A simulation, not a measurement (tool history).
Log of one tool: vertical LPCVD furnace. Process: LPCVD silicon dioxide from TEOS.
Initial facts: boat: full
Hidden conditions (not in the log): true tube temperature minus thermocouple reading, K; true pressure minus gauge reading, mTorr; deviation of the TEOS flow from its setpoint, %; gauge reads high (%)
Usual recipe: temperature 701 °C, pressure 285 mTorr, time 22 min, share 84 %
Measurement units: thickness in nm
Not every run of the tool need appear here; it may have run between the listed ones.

run     day  temperature  pressure  time  share  wafers since the last listed run  hours since the last temperature calibration  hours since the pressure gauge was zeroed  hours since the TEOS flow controller was replaced  hours since the gauge calibration  read-back reference wafer on the same gauge, thickness  thickness
  1       0          701       285    22     84                                 0                                        2275.6                                     2931.2                                             3607.3                              369.2                                                  157.02     188.17
  2   2.812          701       285    22     84                              1162                                        2343.1                                     2998.7                                             3674.8                              436.7                                                  156.98      189.2
  3   4.842          701       285    22     84                               838                                        2391.8                                     3047.4                                             3723.5                              485.4                                                  157.12     188.14
  4   9.054          701       285    22     84                              1740                                        2492.9                                     3148.5                                             3824.6                              586.5                                                   157.2     187.95
  5    13.4          701       285    22     96                              1795                                        2597.2                                     3252.8                                             3928.9                              690.8                                                  157.04     202.32
  6  16.575          701       285    22     96                              1311                                        2673.4                                       3329                                             4005.1                                767                                                  157.19     201.42
  7    19.1          701       285    22     96                              1043                                          2734                                     3389.6                                             4065.7                              827.6                                                  156.93     202.65
  8  21.417          701       285    22     84                               957                                        2789.6                                     3445.2                                             4121.3                              883.2                                                  157.12     188.79
  9  23.617          701       285    22     84                               909                                        2842.4                                       3498                                             4174.1                                936                                                     157     188.81
 10  26.375          701       285    22     84                              1139                                        2908.6                                     3564.2                                             4240.3                             1002.2                                                  156.95     189.25
 11  28.825          701       285    22     84                              1012                                        2967.4                                       3623                                             4299.1                               1061                                                  157.09     187.78
 12  32.896          701       285    14     84                              1682                                        3065.1                                     3720.7                                             4396.8                             1158.7                                                  156.95      120.2
 13  36.675          701       285    22     84                              1561                                        3155.8                                     3811.4                                             4487.5                             1249.4                                                  157.17     188.95
 14   39.25          692       285  13.5     84                              1064                                        3217.6                                     3873.2                                             4549.3                             1311.2                                                  157.26      92.97
 15  42.271          701       285  25.5     97                              1248                                        3290.1                                     3945.7                                             4621.8                             1383.7                                                  156.87        236
     45.471  -- TEOS flow controller replaced
 16  45.492          701       240    16     93                               917                                        3367.4                                       4023                                                0.5                               1461                                                  157.03     132.64
 17  46.812          698       285    22     70                               545                                        3399.1                                     4054.7                                               32.2                             1492.7                                                  157.21     160.32
 18  50.788          692       285    22     84                              1642                                        3494.5                                     4150.1                                              127.6                             1588.1                                                  157.13     152.46
     53.388  -- pressure gauge zeroed
 19  53.408          701       325    22     91                               669                                        3557.4                                        0.5                                              190.5                               1651                                                  157.01     210.14
     56.725  -- thermocouples replaced and temperature profile calibrated
 20  56.746          691       285    22     84                               965                                           0.5                                       80.6                                              270.6                             1731.1                                                  156.78     149.01
 21  59.371          701       285    22     97                              1084                                          63.5                                      143.6                                              333.6                             1794.1                                                  157.15     202.51
     60.983  -- gauge calibrated
 22  72.183          701       285    22     84                              5294                                           371                                      451.1                                              641.1                              268.8                                                  157.02     187.93
 23  74.988          697       315  29.5     72                              1158                                         438.3                                      518.4                                              708.4                              336.1                                                  156.83     224.46
 24  78.246          701       285    22     84                              1346                                         516.5                                      596.6                                              786.6                              414.3                                                  157.25     188.09
 25  84.729          701       285    22     84                              2679                                         672.1                                      752.2                                              942.2                              569.9                                                  156.98     188.18
 26  86.721          695       285    25     84                               822                                         719.9                                        800                                                990                              617.7                                                  157.23     186.05
 27  89.671          706       355  25.5     97                              1218                                         790.7                                      870.8                                             1060.8                              688.5                                                   157.1     294.57
 28  93.588          701       220    22     84                              1618                                         884.7                                      964.8                                             1154.8                              782.5                                                  156.84     165.46
 29  97.038          701       240  24.5     84                              1425                                         967.5                                     1047.6                                             1237.6                              865.3                                                  156.86     193.04
 30  98.538          701       285  19.5     73                               619                                        1003.5                                     1083.6                                             1273.6                              901.3                                                   156.9     155.39

Below are 5 alternative next runs, each starting from the tool's condition after run 30. Predict each:
  A  98.742          701       320    22     84                                84                                        1008.4                                     1088.5                                             1278.5                              906.2                                                       ?          ?
  B  98.742          698       285    22     68                                84                                        1008.4                                     1088.5                                             1278.5                              906.2                                                       ?          ?
  C  98.742          701       355    22     84                                84                                        1008.4                                     1088.5                                             1278.5                              906.2                                                       ?          ?
  D  98.742          712       320  19.5     74                                84                                        1008.4                                     1088.5                                             1278.5                              906.2                                                       ?          ?
  E  98.742          701       250  28.5     84                                84                                        1008.4                                     1088.5                                             1278.5                              906.2                                                       ?          ?

run  read-back reference wafer on the same gauge, thickness  thickness
  A                                                  157.32     198.79
  B                                                  157.32      157.4
  C                                                  157.32     209.38
  D                                                  157.32     212.86
  E                                                  157.32     227.62
Take away the tool's hidden state, keep each run's random variation, and the runs would have read:
run  thickness
  A     198.79
  B      157.4
  C     209.38
  D     212.86
  E     227.62
